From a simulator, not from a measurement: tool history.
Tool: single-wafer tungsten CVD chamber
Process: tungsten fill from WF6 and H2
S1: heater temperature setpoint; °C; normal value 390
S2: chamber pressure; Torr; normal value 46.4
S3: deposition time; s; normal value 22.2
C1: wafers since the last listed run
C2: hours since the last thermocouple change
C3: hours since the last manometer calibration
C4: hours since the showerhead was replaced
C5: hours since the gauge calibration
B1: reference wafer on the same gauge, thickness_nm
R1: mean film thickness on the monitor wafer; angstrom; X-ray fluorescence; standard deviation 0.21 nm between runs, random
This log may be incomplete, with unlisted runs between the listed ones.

run     day   S1    S2    S3    C1      C2      C3      C4     C5      B1       R1
  1   0.000  390  46.4  22.2     0   790.4   817.3  2188.1   64.6  53.630   652.11
  2   1.979  390  46.4  22.2   784   837.9   864.8  2235.6  112.1  53.406   644.95
  3   3.321  390  46.4  22.2   531   870.1   897.0  2267.8  144.3  53.276   645.24
  4   5.667  390  46.4  22.2   929   926.4   953.3  2324.1  200.6  53.089   638.45
  5  13.629  401  46.4  22.2  3154  1117.5  1144.4  2515.2  391.7  52.658   773.33
  6  16.254  401  46.4  22.2  1039  1180.5  1207.4  2578.2  454.7  52.649   771.52
  7  17.717  401  46.4  22.2   579  1215.6  1242.5  2613.3  489.8  52.595   771.94
  8  20.342  390  46.4  22.2  1039  1278.6  1305.5  2676.3  552.8  52.588   633.19
     21.917  -- gauge calibrated
     21.996  -- showerhead replaced
  9  22.017  390  46.4  22.2   531  1318.8  1345.7     0.5    2.4  54.134   653.40
 10  23.438  390  46.4  22.2   562  1352.9  1379.8    34.6   36.5  53.970   655.04
 11  25.938  390  46.4  22.2   990  1412.9  1439.8    94.6   96.5  53.603   654.04
 12  28.846  390  46.4  22.2  1152  1482.7  1509.6   164.4  166.3  53.337   647.47
 13  31.504  390  40.8  22.2  1053  1546.5  1573.4   228.2  230.1  53.197   615.21
     32.129  -- thermocouple changed; heater temperature recalibrated
 14  34.321  378  54.6  23.8   983    52.6  1641.0   295.8  297.7  53.056   586.22
 15  36.367  390  46.4  22.2   810   101.7  1690.1   344.9  346.8  52.913   640.02
 16  38.162  390  46.4  22.2   711   144.8  1733.2   388.0  389.9  52.888   638.01
 17  39.625  379  46.4  20.1   579   179.9  1768.3   423.1  425.0  52.861   472.01
     41.246  -- capacitance manometer re-zeroed and calibrated
 18  42.108  402  55.0  26.6   851   239.5    20.7   482.7  484.6  52.846  1000.30
 19  44.100  390  46.4  22.2   788   287.3    68.5   530.5  532.4  52.780   636.63
 20  45.112  394  46.4  22.2   401   311.6    92.8   554.8  556.7  52.738   682.09
 21  46.554  399  46.4  22.2   571   346.2   127.4   589.4  591.3  52.704   744.16
     47.129  -- gauge calibrated
 22  49.100  390  46.4  18.7  1008   407.3   188.5   650.5   47.3  53.578   545.14
 23  51.012  401  46.4  25.6   757   453.2   234.4   696.4   93.2  53.306   904.10
 24  52.067  375  51.6  24.8   417   478.5   259.7   721.7  118.5  53.226   564.42
 25  54.100  385  43.5  22.2   805   527.3   308.5   770.5  167.3  53.052   571.67

Alternative continuations, all from the tool just after run 25; predict every row:
  A  54.117  390  46.4  22.2   6  527.7  308.9  770.9  167.7   ?   ?
  B  54.117  378  54.0  25.4   6  527.7  308.9  770.9  167.7   ?   ?
  C  54.117  382  46.4  20.9   6  527.7  308.9  770.9  167.7   ?   ?

run      B1      R1
  A  53.015  642.33
  B  53.015  620.73
  C  53.015  521.89
What these runs would have given with no unlogged condition in the tool:
run      R1
  A  655.22
  B  633.19
  C  532.37
